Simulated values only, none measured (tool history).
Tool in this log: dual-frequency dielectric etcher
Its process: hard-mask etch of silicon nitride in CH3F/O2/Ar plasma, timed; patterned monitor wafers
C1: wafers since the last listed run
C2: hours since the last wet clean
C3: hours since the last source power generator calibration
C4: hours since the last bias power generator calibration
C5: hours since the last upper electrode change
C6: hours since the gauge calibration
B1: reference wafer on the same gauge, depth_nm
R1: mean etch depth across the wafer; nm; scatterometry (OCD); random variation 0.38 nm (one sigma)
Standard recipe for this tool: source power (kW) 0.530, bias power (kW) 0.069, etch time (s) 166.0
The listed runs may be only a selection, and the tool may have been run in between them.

run 1 hour=0.0 | source_power_(kW)=0.460 bias_power_(kW)=0.069 etch_time_(s)=166.0 | C1=0 C2=215.6 C3=4889.0 C4=4057.4 C5=2274.7 C6=3.6 | B1=134.0 | R1=123.9
run 2 hour=19.4 | source_power_(kW)=0.460 bias_power_(kW)=0.069 etch_time_(s)=166.0 | C1=169 C2=235.0 C3=4908.4 C4=4076.8 C5=2294.1 C6=23.0 | B1=133.9 | R1=123.9
run 3 hour=43.2 | source_power_(kW)=0.460 bias_power_(kW)=0.069 etch_time_(s)=166.0 | C1=208 C2=258.8 C3=4932.2 C4=4100.6 C5=2317.9 C6=46.8 | B1=134.0 | R1=124.4
run 4 hour=63.9 | source_power_(kW)=0.530 bias_power_(kW)=0.069 etch_time_(s)=150.0 | C1=181 C2=279.5 C3=4952.9 C4=4121.3 C5=2338.6 C6=67.5 | B1=134.0 | R1=117.6
-- hour=112.0 upper electrode replaced
-- hour=119.7 source power generator calibrated
-- hour=139.6 wet clean of the chamber
run 5 hour=140.1 | source_power_(kW)=0.530 bias_power_(kW)=0.069 etch_time_(s)=130.0 | C1=247 C2=0.5 C3=20.4 C4=4197.5 C5=28.1 C6=143.7 | B1=133.9 | R1=102.4
-- hour=148.0 bias power generator calibrated
run 6 hour=164.2 | source_power_(kW)=0.530 bias_power_(kW)=0.069 etch_time_(s)=166.0 | C1=175 C2=24.6 C3=44.5 C4=16.2 C5=52.2 C6=167.8 | B1=134.1 | R1=130.9
run 7 hour=182.3 | source_power_(kW)=0.530 bias_power_(kW)=0.069 etch_time_(s)=166.0 | C1=158 C2=42.7 C3=62.6 C4=34.3 C5=70.3 C6=185.9 | B1=134.0 | R1=131.2
run 8 hour=201.4 | source_power_(kW)=0.410 bias_power_(kW)=0.057 etch_time_(s)=166.0 | C1=167 C2=61.8 C3=81.7 C4=53.4 C5=89.4 C6=205.0 | B1=134.0 | R1=113.5
run 9 hour=229.3 | source_power_(kW)=0.530 bias_power_(kW)=0.069 etch_time_(s)=166.0 | C1=244 C2=89.7 C3=109.6 C4=81.3 C5=117.3 C6=232.9 | B1=134.1 | R1=132.0
run 10 hour=245.5 | source_power_(kW)=0.450 bias_power_(kW)=0.053 etch_time_(s)=128.5 | C1=141 C2=105.9 C3=125.8 C4=97.5 C5=133.5 C6=249.1 | B1=134.0 | R1=88.5
-- hour=279.3 gauge calibrated
run 11 hour=280.8 | source_power_(kW)=0.630 bias_power_(kW)=0.069 etch_time_(s)=189.5 | C1=308 C2=141.2 C3=161.1 C4=132.8 C5=168.8 C6=1.5 | B1=134.0 | R1=158.8
run 12 hour=316.0 | source_power_(kW)=0.530 bias_power_(kW)=0.062 etch_time_(s)=143.0 | C1=308 C2=176.4 C3=196.3 C4=168.0 C5=204.0 C6=36.7 | B1=134.0 | R1=109.9
run 13 hour=347.5 | source_power_(kW)=0.530 bias_power_(kW)=0.069 etch_time_(s)=166.0 | C1=275 C2=207.9 C3=227.8 C4=199.5 C5=235.5 C6=68.2 | B1=134.0 | R1=131.0
run 14 hour=361.7 | source_power_(kW)=0.650 bias_power_(kW)=0.076 etch_time_(s)=184.5 | C1=124 C2=222.1 C3=242.0 C4=213.7 C5=249.7 C6=82.4 | B1=134.0 | R1=161.0

Branching from run 14: 5 alternative next runs. What would each branch give?
run A hour=362.2 | source_power_(kW)=0.530 bias_power_(kW)=0.069 etch_time_(s)=197.5 | C1=4 C2=222.6 C3=242.5 C4=214.2 C5=250.2 C6=82.9 | B1=? | R1=?
run B hour=362.2 | source_power_(kW)=0.640 bias_power_(kW)=0.078 etch_time_(s)=166.0 | C1=4 C2=222.6 C3=242.5 C4=214.2 C5=250.2 C6=82.9 | B1=? | R1=?
run C hour=362.2 | source_power_(kW)=0.410 bias_power_(kW)=0.078 etch_time_(s)=145.5 | C1=4 C2=222.6 C3=242.5 C4=214.2 C5=250.2 C6=82.9 | B1=? | R1=?
run D hour=362.2 | source_power_(kW)=0.530 bias_power_(kW)=0.062 etch_time_(s)=166.0 | C1=4 C2=222.6 C3=242.5 C4=214.2 C5=250.2 C6=82.9 | B1=? | R1=?
run E hour=362.2 | source_power_(kW)=0.430 bias_power_(kW)=0.077 etch_time_(s)=166.0 | C1=4 C2=222.6 C3=242.5 C4=214.2 C5=250.2 C6=82.9 | B1=? | R1=?

run=A B1=133.9 R1=155.4
run=B B1=133.9 R1=145.1
run=C B1=133.9 R1=108.5
run=D B1=133.9 R1=126.6
run=E B1=133.9 R1=125.4
The same runs, with their run-to-run variation unchanged, on a tool lacking any hidden condition would have given:
run=A R1=155.4
run=B R1=145.1
run=C R1=108.5
run=D R1=126.6
run=E R1=125.4
